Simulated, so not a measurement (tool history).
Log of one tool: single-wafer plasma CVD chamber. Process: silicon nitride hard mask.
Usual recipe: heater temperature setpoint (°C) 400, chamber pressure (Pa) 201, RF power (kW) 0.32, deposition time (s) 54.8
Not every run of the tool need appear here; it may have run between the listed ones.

run	day	heater temperature setpoint (°C)	chamber pressure (Pa)	RF power (kW)	deposition time (s)	wafers since the last listed run	hours since the last thermocouple change	hours since the last RF generator calibration	hours since the last manometer calibration	hours since the showerhead was replaced	hours since the gauge calibration	read-back reference wafer on the same gauge, thickness_nm	mean film thickness on the monitor wafer (nm)
1	0	400	201	0.32	54.8	0	960.7	2146.9	1222.6	3455.4	143	77.667	62.185
2	0.55	400	201	0.32	54.8	254	973.9	2160.1	1235.8	3468.6	156.2	77.733	62.135
3	0.862	400	201	0.32	54.8	144	981.4	2167.6	1243.3	3476.1	163.7	77.687	62.137
4	1.538	400	201	0.32	54.8	312	997.6	2183.8	1259.5	3492.3	179.9	77.732	62.304
5	1.829	400	201	0.32	54.8	134	1004.6	2190.8	1266.5	3499.3	186.9	77.704	62.157
6	2.483	400	201	0.32	54.8	302	1020.3	2206.5	1282.2	3515	202.6	77.712	62.025
7	2.917	400	177	0.32	54.8	200	1030.7	2216.9	1292.6	3525.4	213	77.712	59.65
8	3.358	400	177	0.32	54.8	204	1041.3	2227.5	1303.2	3536	223.6	77.752	59.581
9	3.829	400	177	0.32	54.8	217	1052.6	2238.8	1314.5	3547.3	234.9	77.699	59.858
10	4.271	400	201	0.36	54.8	204	1063.2	2249.4	1325.1	3557.9	245.5	77.717	68.307
11	4.962	400	201	0.32	54.8	320	1079.8	2266	1341.7	3574.5	262.1	77.741	62.039
12	5.283	400	201	0.37	54.8	148	1087.5	2273.7	1349.4	3582.2	269.8	77.681	69.718
# day 6.079: capacitance manometer re-zeroed and calibrated
# day 6.092: RF generator calibrated
13	6.633	400	219	0.32	49.1	463	1119.9	13	13.3	3614.6	302.2	77.696	61.438
14	7.183	400	201	0.32	54.8	254	1133.1	26.2	26.5	3627.8	315.4	77.67	66.839
15	7.679	400	201	0.32	54.8	229	1145	38.1	38.4	3639.7	327.3	77.726	66.617
# day 8.242: gauge calibrated
16	8.308	390	201	0.32	51.9	291	1160.1	53.2	53.5	3654.8	1.6	77.735	63.362
17	8.958	400	201	0.32	54.8	300	1175.7	68.8	69.1	3670.4	17.2	77.719	66.689
18	9.375	409	249	0.3	45.8	192	1185.7	78.8	79.1	3680.4	27.2	77.681	55.644
# day 9.821: showerhead replaced
# day 9.838: thermocouple changed; heater temperature recalibrated
19	9.996	404	217	0.32	58.7	124	3.8	93.7	94	4.2	42.1	77.64	72.746
20	10.542	389	172	0.28	46.1	252	16.9	106.8	107.1	17.3	55.2	77.643	47.795
21	10.946	400	201	0.365	61.8	186	26.6	116.5	116.8	27	64.9	77.692	82.769
22	11.625	400	201	0.37	54.8	314	42.9	132.8	133.1	43.3	81.2	77.685	73.91
23	12.196	411	244	0.32	58.2	264	56.6	146.5	146.8	57	94.9	77.67	73.822
24	12.533	400	201	0.32	54.8	156	64.7	154.6	154.9	65.1	103	77.717	66.042
25	12.992	400	201	0.355	46.9	212	75.7	165.6	165.9	76.1	114	77.673	61.594

4 options for the next run, each taken on its own from the tool as it stands now. Forecast them:
A	13.008	400	163	0.32	54.8	7	76.1	166	166.3	76.5	114.4	?	?
B	13.008	408	181	0.3	54.8	7	76.1	166	166.3	76.5	114.4	?	?
C	13.008	400	201	0.35	54.8	7	76.1	166	166.3	76.5	114.4	?	?
D	13.008	400	201	0.32	64.5	7	76.1	166	166.3	76.5	114.4	?	?

run	read-back reference wafer on the same gauge, thickness_nm	mean film thickness on the monitor wafer (nm)
A	77.64	61.872
B	77.64	60.465
C	77.64	70.89
D	77.64	77.766
Had the tool no hidden state, the same runs would have come out as:
run	mean film thickness on the monitor wafer (nm)
A	62.947
B	61.548
C	72.066
D	79.117
